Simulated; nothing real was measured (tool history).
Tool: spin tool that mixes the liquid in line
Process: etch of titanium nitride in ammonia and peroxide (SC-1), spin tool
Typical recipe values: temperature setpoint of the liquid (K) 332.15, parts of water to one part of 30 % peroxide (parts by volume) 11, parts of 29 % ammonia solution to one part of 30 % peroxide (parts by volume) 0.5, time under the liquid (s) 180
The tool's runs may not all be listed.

run   hour  temperature setpoint of the liquid (K)  parts of water to one part of 30 % peroxide (parts by volume)  parts of 29 % ammonia solution to one part of 30 % peroxide (parts by volume)  time under the liquid (s)  read-back film thickness of the titanium nitride reference wafer, read on the same gauge (nm)  thickness taken off the titanium nitride on a monitor wafer (nm)
  1      0                                  332.15                                                            8.5                                                                            0.5                        180                                                                                          92.31                                                             27.65
  2   21.1                                  328.65                                                             11                                                                            0.5                        265                                                                                          92.46                                                             28.48
      53.1  -- heated supply line repaired
  3   53.6                                  328.65                                                             11                                                                            0.5                        265                                                                                          92.63                                                              28.8
  4   75.4                                  332.15                                                             11                                                                           0.35                        220                                                                                          92.74                                                             27.73
  5    106                                  332.15                                                             11                                                                            0.3                        180                                                                                          92.95                                                             22.09
  6  128.4                                  332.15                                                            8.5                                                                            0.5                         85                                                                                          93.08                                                             13.47
  7  144.9                                  326.15                                                            7.5                                                                            0.7                        180                                                                                           93.2                                                             21.14
  8  164.6                                  335.15                                                           14.5                                                                            0.5                        140                                                                                          93.29                                                              20.4
  9  183.2                                  332.15                                                           13.5                                                                           0.65                         80                                                                                          93.41                                                             10.29
 10  208.5                                  332.15                                                             11                                                                            0.5                        180                                                                                           93.6                                                             24.49
 11  235.9                                  332.15                                                             11                                                                            0.5                        180                                                                                          93.76                                                             25.05
 12  249.4                                  332.15                                                             11                                                                            0.5                        180                                                                                          93.86                                                             24.31
     273.5  -- new drum of ammonia solution connected
 13  277.8                                  332.15                                                             16                                                                            0.5                        180                                                                                           94.1                                                             20.04
 14  301.8                                  337.65                                                             11                                                                            0.5                        180                                                                                          94.26                                                             35.13
 15  316.1                                  339.65                                                           13.5                                                                            0.6                        270                                                                                          94.37                                                             55.33
 16  333.3                                  332.15                                                             11                                                                            0.3                        180                                                                                          94.48                                                             22.41
       362  -- ammonia flow meter replaced
 17  363.6                                  335.65                                                           15.5                                                                           0.65                        180                                                                                          94.71                                                             27.13
 18  379.4                                  332.15                                                              6                                                                            0.6                        180                                                                                          94.84                                                              34.7
       383  -- gauge calibrated
 19  400.5                                  328.65                                                             11                                                                            0.5                        265                                                                                          89.45                                                             27.41
 20  430.7                                  332.15                                                            6.5                                                                            0.5                        180                                                                                          89.48                                                             30.69
 21  458.6                                  326.15                                                            7.5                                                                            0.7                        180                                                                                          89.49                                                             20.08
 22  488.4                                  341.65                                                             15                                                                            0.4                        230                                                                                          89.47                                                             45.11
 23  521.9                                  332.15                                                             11                                                                            0.5                        180                                                                                          89.51                                                             23.72
 24  594.3                                  338.65                                                            7.5                                                                            0.5                        180                                                                                          89.62                                                             43.62

Predict each of these 4 candidate next runs independently; none follows another, all start after run 24:
  A  594.8                                  332.15                                                             11                                                                           0.75                        180                                                                                              ?                                                                 ?
  B  594.8                                  332.15                                                             15                                                                            0.5                        275                                                                                              ?                                                                 ?
  C  594.8                                  332.15                                                           14.5                                                                           0.65                        180                                                                                              ?                                                                 ?
  D  594.8                                  332.15                                                             11                                                                            0.6                        180                                                                                              ?                                                                 ?

run  read-back film thickness of the titanium nitride reference wafer, read on the same gauge (nm)  thickness taken off the titanium nitride on a monitor wafer (nm)
  A                                                                                          89.58                                                             25.27
  B                                                                                          89.58                                                             30.49
  C                                                                                          89.58                                                             21.31
  D                                                                                          89.58                                                             24.34
Without the tool's unlogged condition, the same runs would have read:
run  thickness taken off the titanium nitride on a monitor wafer (nm)
  A                                                             25.38
  B                                                             30.63
  C                                                              21.4
  D                                                             24.45
